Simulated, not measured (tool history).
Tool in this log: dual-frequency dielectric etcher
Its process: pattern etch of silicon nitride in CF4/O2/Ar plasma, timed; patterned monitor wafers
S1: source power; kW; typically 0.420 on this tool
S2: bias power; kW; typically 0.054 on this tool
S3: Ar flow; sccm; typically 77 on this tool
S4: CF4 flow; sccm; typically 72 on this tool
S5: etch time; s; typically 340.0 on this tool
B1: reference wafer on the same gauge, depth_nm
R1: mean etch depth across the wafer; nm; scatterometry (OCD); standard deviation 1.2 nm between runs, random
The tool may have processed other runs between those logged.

run   hour     S1     S2  S3  S4     S5     B1     R1
  1    0.0  0.420  0.065  77  72  340.0  617.2  562.3
  2   25.6  0.360  0.054  69  72  340.0  616.8  452.9
  3   39.0  0.420  0.054  77  72  340.0  617.0  526.6
      57.8  -- gauge calibrated
  4   70.3  0.420  0.054  77  72  340.0  617.1  529.4
  5   95.0  0.420  0.054  77  72  413.5  617.1  643.1
     138.9  -- bias power generator calibrated
     144.2  -- wet clean of the chamber
  6  144.7  0.420  0.054  77  72  413.5  617.0  700.2
  7  157.6  0.420  0.054  65  77  340.0  617.0  585.5
     193.6  -- upper electrode replaced
  8  194.1  0.420  0.054  65  77  340.0  616.9  582.8
  9  206.0  0.420  0.054  65  77  340.0  617.1  587.8
     219.1  -- source power generator calibrated
     239.3  -- CF4 flow controller replaced
     248.0  -- wet clean of the chamber, repeated, since the last time left the tool worse
 10  248.5  0.420  0.054  65  77  340.0  617.2  557.0
 11  264.7  0.380  0.054  64  58  293.5  617.1  419.9
     276.5  -- gauge calibrated
 12  289.0  0.420  0.054  77  72  413.5  616.8  658.8
     311.4  -- Ar flow controller replaced
 13  311.9  0.360  0.041  93  72  340.0  617.1  415.6
 14  341.2  0.420  0.054  77  72  340.0  617.1  541.1
 15  360.5  0.420  0.054  77  72  413.5  616.9  658.1
 16  390.5  0.420  0.054  77  65  340.0  616.8  535.8
 17  409.5  0.420  0.054  90  59  340.0  617.2  522.6
 18  423.7  0.380  0.054  61  72  340.0  616.7  493.6
 19  436.8  0.420  0.047  77  72  297.0  616.8  451.1
 20  459.7  0.420  0.054  87  72  340.0  617.3  533.0

Table of differences, measured result less the result of that run with no hidden state. Run-to-run variation is the same in both. Gauge scatter possibly is not:
What the log doesn't record here: etch rate over this chamber's usual, %; source power that arrives over what is set, %; bias power that arrives over what is set, %; Ar flow that arrives over what is set, %; CF4 flow that arrives over what is set, %; gauge reads high (%).
run     R1
  1  -13.1
  2  -11.2
  3  -13.4
  4  -14.3
  5  -18.3
  6  +40.5
  7  +33.6
  8  +32.4
  9  +32.5
 10   +1.5
 11   +0.8
 12   +0.5
 13   -0.2
 14   -1.0
 15   -1.9
 16   -2.4
 17   -2.9
 18   -3.1
 19   -3.1
 20   -4.2
